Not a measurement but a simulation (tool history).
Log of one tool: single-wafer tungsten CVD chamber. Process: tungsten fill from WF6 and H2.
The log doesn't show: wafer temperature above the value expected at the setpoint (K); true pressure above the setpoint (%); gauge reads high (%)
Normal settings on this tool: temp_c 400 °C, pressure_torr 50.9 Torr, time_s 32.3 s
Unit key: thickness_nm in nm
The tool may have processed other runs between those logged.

run	hour	temp_c	pressure_torr	time_s	wafers since the last listed run	hours since the last thermocouple change	hours since the last manometer calibration	hours since the showerhead was replaced	hours since the gauge calibration	read-back reference wafer on the same gauge, thickness_nm	thickness_nm
1	0.0	400	44.2	32.3	0	2461.3	1053.4	5887.7	365.1	131.018	124.424
2	53.7	400	50.9	32.3	1155	2515.0	1107.1	5941.4	418.8	131.002	129.669
3	95.6	400	50.9	32.3	901	2556.9	1149.0	5983.3	460.7	130.888	129.909
4	145.9	411	50.9	32.3	1082	2607.2	1199.3	6033.6	511.0	131.065	160.178
5	186.5	411	50.9	32.3	873	2647.8	1239.9	6074.2	551.6	131.071	161.290
6	227.7	409	50.9	32.3	886	2689.0	1281.1	6115.4	592.8	130.990	154.575
# hour 253.1: capacitance manometer re-zeroed and calibrated
7	284.0	409	50.9	32.3	1039	2745.3	30.9	6171.7	649.1	130.925	156.785
8	311.7	407	50.9	32.3	595	2773.0	58.6	6199.4	676.8	131.088	150.385
# hour 332.5: thermocouple changed; heater temperature recalibrated
9	356.4	407	50.9	32.3	789	23.9	103.3	6244.1	721.5	130.999	133.860
10	384.8	386	50.9	32.3	610	52.3	131.7	6272.5	749.9	131.038	86.312
11	442.4	407	50.9	32.3	1239	109.9	189.3	6330.1	807.5	130.812	134.785
12	470.1	400	45.4	37.2	595	137.6	217.0	6357.8	835.2	131.013	130.748
# hour 480.9: gauge calibrated
13	517.5	387	45.3	28.1	1019	185.0	264.4	6405.2	36.6	130.866	74.380
14	542.3	400	62.9	32.3	533	209.8	289.2	6430.0	61.4	130.802	123.266
15	595.4	404	50.9	32.3	1142	262.9	342.3	6483.1	114.5	130.811	126.537
# hour 615.4: showerhead replaced, of another model than before
16	636.6	406	42.3	32.3	714	304.1	383.5	21.2	155.7	130.979	127.694
17	691.4	400	50.9	32.3	1178	358.9	438.3	76.0	210.5	130.977	117.191
18	749.4	386	41.9	35.9	1247	416.9	496.3	134.0	268.5	131.000	92.483
19	820.9	413	56.9	34.9	1538	488.4	567.8	205.5	340.0	131.126	166.179

3 ways to go on from here, each from the tool as it stands after run 19. What would each give?
A	821.3	400	50.9	32.3	8	488.8	568.2	205.9	340.4	?	?
B	821.3	400	39.5	34.2	8	488.8	568.2	205.9	340.4	?	?
C	821.3	408	45.3	28.8	8	488.8	568.2	205.9	340.4	?	?

run	read-back reference wafer on the same gauge, thickness_nm	thickness_nm
A	131.222	117.468
B	131.222	119.395
C	131.222	120.534
Without the tool's hidden state the same runs would have given:
run	thickness_nm
A	117.029
B	118.948
C	120.095
